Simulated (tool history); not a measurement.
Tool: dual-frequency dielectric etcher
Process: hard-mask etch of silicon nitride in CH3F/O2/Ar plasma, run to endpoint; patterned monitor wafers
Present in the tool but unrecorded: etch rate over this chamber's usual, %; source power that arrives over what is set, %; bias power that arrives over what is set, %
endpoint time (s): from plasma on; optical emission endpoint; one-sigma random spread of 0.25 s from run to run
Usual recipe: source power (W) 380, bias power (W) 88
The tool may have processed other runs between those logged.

run    hour  source power (W)  bias power (W)  wafers since the last listed run  hours since the last wet clean  hours since the last source power generator calibration  hours since the last bias power generator calibration  hours since the last upper electrode change  incoming incoming film thickness, nm  endpoint time (s)
  1       0               380              88                                 0                            16.3                                                   2744.5                                                 2717.1                                       3395.1                                 46.02               67.3
  2    92.7               380              80                               641                             109                                                   2837.2                                                 2809.8                                       3487.8                                 45.61               67.6
  3   128.9               440             101                               250                           145.2                                                   2873.4                                                   2846                                         3524                                 46.61               61.3
  4     195               340              88                               457                           211.3                                                   2939.5                                                 2912.1                                       3590.1                                 46.64               70.6
  5   264.4               380              88                               480                           280.7                                                   3008.9                                                 2981.5                                       3659.5                                  45.7               65.7
  6   367.4               380              88                               712                           383.7                                                   3111.9                                                 3084.5                                       3762.5                                 46.07               65.3
  7   453.4               380              88                               595                           469.7                                                   3197.9                                                 3170.5                                       3848.5                                 46.15               65.4
      480.2  -- wet clean of the chamber
  8   502.6               460              88                               174                            22.4                                                   3247.1                                                 3219.7                                       3897.7                                 45.93               61.7
  9   546.5               380              88                               303                            66.3                                                     3291                                                 3263.6                                       3941.6                                 46.37               66.7
 10   648.7               380              88                               707                           168.5                                                   3393.2                                                 3365.8                                       4043.8                                 45.82               65.5
 11   703.6               380              88                               379                           223.4                                                   3448.1                                                 3420.7                                       4098.7                                 46.31               66.1
        715  -- source power generator calibrated
 12   748.8               380              88                               285                           268.6                                                     33.8                                                 3465.9                                       4143.9                                 46.41               66.5
 13   829.8               380              88                               560                           349.6                                                    114.8                                                 3546.9                                       4224.9                                 46.25               65.1
 14     876               380              88                               319                           395.8                                                      161                                                 3593.1                                       4271.1                                  46.3               65.5
 15   948.4               380              88                               500                           468.2                                                    233.4                                                 3665.5                                       4343.5                                  45.9               64.7
     1025.6  -- wet clean of the chamber
 16  1045.9               290             110                               508                            20.3                                                    330.9                                                   3763                                         4441                                 45.85               69.2
 17  1108.3               420              88                               431                            82.7                                                    393.3                                                 3825.4                                       4503.4                                 45.92               63.4
 18  1178.2               440              69                               483                           152.6                                                    463.2                                                 3895.3                                       4573.3                                 46.41               66.6
 19  1254.8               440             105                               530                           229.2                                                    539.8                                                 3971.9                                       4649.9                                 45.92               58.8
 20  1298.4               380              88                               301                           272.8                                                    583.4                                                 4015.5                                       4693.5                                  46.2               65.7
 21  1414.4               280             109                               802                           388.8                                                    699.4                                                 4131.5                                       4809.5                                 46.08               69.2
     1501.7  -- upper electrode replaced
 22  1502.2               350              98                               441                           476.6                                                    787.2                                                 4219.3                                          0.5                                 46.25               64.9
     1571.9  -- wet clean of the chamber
 23  1636.6               290             102                               763                            64.7                                                    921.6                                                 4353.7                                        134.9                                 46.16               71.8
     1719.2  -- bias power generator calibrated
 24  1725.7               440             101                               588                           153.8                                                   1010.7                                                    6.5                                          224                                 46.57               60.9
 25  1782.3               440              73                               391                           210.4                                                   1067.3                                                   63.1                                        280.6                                 46.31               65.5
 26  1865.6               380              88                               576                           293.7                                                   1150.6                                                  146.4                                        363.9                                 45.83               65.1
 27  1966.9               380              88                               700                             395                                                   1251.9                                                  247.7                                        465.2                                 46.54               65.8
 28  2030.7               300             108                               441                           458.8                                                   1315.7                                                  311.5                                          529                                 46.57               68.2
 29    2098               380              88                               465                           526.1                                                     1383                                                  378.8                                        596.3                                 46.35               65.1
       2196  -- wet clean of the chamber
 30  2196.5               430             102                               515                             0.5                                                   1481.5                                                  477.3                                        694.8                                 46.46               61.3
 31  2286.8               350             101                               624                            90.8                                                   1571.8                                                  567.6                                        785.1                                 45.74               65.8
 32  2340.5               410              88                               371                           144.5                                                   1625.5                                                  621.3                                        838.8                                 45.89               63.9
 33  2427.5               380              70                               601                           231.5                                                   1712.5                                                  708.3                                        925.8                                 45.57               69.1
 34  2483.1               380              88                               384                           287.1                                                   1768.1                                                  763.9                                        981.4                                 46.36               66.4
 35  2583.5               380              88                               694                           387.5                                                   1868.5                                                  864.3                                       1081.8                                 46.01               65.4

What differs in the tool's unlogged condition from the final listed run ahead of each entry between runs to the first listed run following it?
Runs 7 to 8: wet clean of the chamber (hour 480.2)
  etch rate over this chamber's usual, %: 2.22 -> 0.218
  measured value less the no-hidden-state value, endpoint time (s): -1.5 -> -0.1
Runs 11 to 12: source power generator calibrated (hour 715)
  etch rate over this chamber's usual, %: 1.5 -> 1.79
  measured value less the no-hidden-state value, endpoint time (s): -1 -> -1.2
Runs 15 to 16: wet clean of the chamber (hour 1025.6)
  etch rate over this chamber's usual, %: 3.07 -> 0.652
  measured value less the no-hidden-state value, endpoint time (s): -2 -> -0.5
Runs 21 to 22: upper electrode replaced (hour 1501.7)
  etch rate over this chamber's usual, %: 3.01 -> 3.57
  measured value less the no-hidden-state value, endpoint time (s): -2.1 -> -2.3
Runs 22 to 23: wet clean of the chamber (hour 1571.9)
  etch rate over this chamber's usual, %: 3.57 -> 0.327
  measured value less the no-hidden-state value, endpoint time (s): -2.3 -> -0.2
Runs 23 to 24: bias power generator calibrated (hour 1719.2)
  etch rate over this chamber's usual, %: 0.327 -> 0.897
  measured value less the no-hidden-state value, endpoint time (s): -0.2 -> -0.6
Runs 29 to 30: wet clean of the chamber (hour 2196)
  etch rate over this chamber's usual, %: 3.28 -> -0.254
  measured value less the no-hidden-state value, endpoint time (s): -2.1 -> +0.2
